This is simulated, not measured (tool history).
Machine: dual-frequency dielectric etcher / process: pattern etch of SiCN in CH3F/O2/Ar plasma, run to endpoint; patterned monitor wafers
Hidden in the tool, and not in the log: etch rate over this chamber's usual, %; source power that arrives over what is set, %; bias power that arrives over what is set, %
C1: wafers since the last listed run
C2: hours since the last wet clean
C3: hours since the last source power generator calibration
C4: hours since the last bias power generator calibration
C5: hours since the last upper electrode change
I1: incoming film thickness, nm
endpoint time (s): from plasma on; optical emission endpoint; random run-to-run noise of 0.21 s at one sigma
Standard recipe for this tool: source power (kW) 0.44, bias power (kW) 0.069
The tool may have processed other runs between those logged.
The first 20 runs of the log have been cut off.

run 21 hour=431.6 | source_power_(kW)=0.38 bias_power_(kW)=0.069 | C1=484 C2=123.7 C3=3897 C4=168.3 C5=84.3 | I1=11.16 | endpoint_time_(s)=31.7
run 22 hour=457.6 | source_power_(kW)=0.47 bias_power_(kW)=0.08 | C1=481 C2=149.7 C3=3923 C4=194.3 C5=110.3 | I1=11.35 | endpoint_time_(s)=30.1
run 23 hour=486 | source_power_(kW)=0.4 bias_power_(kW)=0.079 | C1=525 C2=178.1 C3=3951.4 C4=222.7 C5=138.7 | I1=11.31 | endpoint_time_(s)=30.7
run 24 hour=533.3 | source_power_(kW)=0.44 bias_power_(kW)=0.069 | C1=875 C2=225.4 C3=3998.7 C4=270 C5=186 | I1=11.3 | endpoint_time_(s)=31.5
-- hour=542.4 source power generator calibrated
run 25 hour=556.3 | source_power_(kW)=0.44 bias_power_(kW)=0.069 | C1=351 C2=248.4 C3=13.9 C4=293 C5=209 | I1=11.25 | endpoint_time_(s)=31.5
run 26 hour=577.2 | source_power_(kW)=0.36 bias_power_(kW)=0.058 | C1=386 C2=269.3 C3=34.8 C4=313.9 C5=229.9 | I1=11.22 | endpoint_time_(s)=34.1
run 27 hour=599 | source_power_(kW)=0.39 bias_power_(kW)=0.057 | C1=403 C2=291.1 C3=56.6 C4=335.7 C5=251.7 | I1=11.34 | endpoint_time_(s)=34.3
run 28 hour=641.7 | source_power_(kW)=0.4 bias_power_(kW)=0.064 | C1=790 C2=333.8 C3=99.3 C4=378.4 C5=294.4 | I1=11.36 | endpoint_time_(s)=33.1
run 29 hour=660.5 | source_power_(kW)=0.44 bias_power_(kW)=0.069 | C1=347 C2=352.6 C3=118.1 C4=397.2 C5=313.2 | I1=11.17 | endpoint_time_(s)=31.5
run 30 hour=676.9 | source_power_(kW)=0.44 bias_power_(kW)=0.058 | C1=303 C2=369 C3=134.5 C4=413.6 C5=329.6 | I1=11.31 | endpoint_time_(s)=33.1
run 31 hour=697.1 | source_power_(kW)=0.44 bias_power_(kW)=0.084 | C1=373 C2=389.2 C3=154.7 C4=433.8 C5=349.8 | I1=11.33 | endpoint_time_(s)=30
run 32 hour=724.4 | source_power_(kW)=0.44 bias_power_(kW)=0.058 | C1=505 C2=416.5 C3=182 C4=461.1 C5=377.1 | I1=11.26 | endpoint_time_(s)=33.3
run 33 hour=758.7 | source_power_(kW)=0.36 bias_power_(kW)=0.085 | C1=634 C2=450.8 C3=216.3 C4=495.4 C5=411.4 | I1=11.21 | endpoint_time_(s)=31.3
-- hour=784.8 wet clean of the chamber
run 34 hour=789 | source_power_(kW)=0.53 bias_power_(kW)=0.074 | C1=116 C2=4.2 C3=246.6 C4=525.7 C5=441.7 | I1=11.37 | endpoint_time_(s)=29.7
run 35 hour=812.6 | source_power_(kW)=0.44 bias_power_(kW)=0.08 | C1=436 C2=27.8 C3=270.2 C4=549.3 C5=465.3 | I1=11.33 | endpoint_time_(s)=29.5

4 options for the next run, each taken on its own from the tool as it stands now. Forecast them:
run A hour=813 | source_power_(kW)=0.35 bias_power_(kW)=0.069 | C1=7 C2=28.2 C3=270.6 C4=549.7 C5=465.7 | I1=11.4 | endpoint_time_(s)=?
run B hour=813 | source_power_(kW)=0.52 bias_power_(kW)=0.076 | C1=7 C2=28.2 C3=270.6 C4=549.7 C5=465.7 | I1=11.4 | endpoint_time_(s)=?
run C hour=813 | source_power_(kW)=0.53 bias_power_(kW)=0.069 | C1=7 C2=28.2 C3=270.6 C4=549.7 C5=465.7 | I1=11.4 | endpoint_time_(s)=?
run D hour=813 | source_power_(kW)=0.35 bias_power_(kW)=0.078 | C1=7 C2=28.2 C3=270.6 C4=549.7 C5=465.7 | I1=11.4 | endpoint_time_(s)=?

run=A endpoint_time_(s)=33
run=B endpoint_time_(s)=29.5
run=C endpoint_time_(s)=30.1
run=D endpoint_time_(s)=31.9
Without the tool's unlogged condition, the same runs would have read:
run=A endpoint_time_(s)=32.9
run=B endpoint_time_(s)=29.4
run=C endpoint_time_(s)=30
run=D endpoint_time_(s)=31.8

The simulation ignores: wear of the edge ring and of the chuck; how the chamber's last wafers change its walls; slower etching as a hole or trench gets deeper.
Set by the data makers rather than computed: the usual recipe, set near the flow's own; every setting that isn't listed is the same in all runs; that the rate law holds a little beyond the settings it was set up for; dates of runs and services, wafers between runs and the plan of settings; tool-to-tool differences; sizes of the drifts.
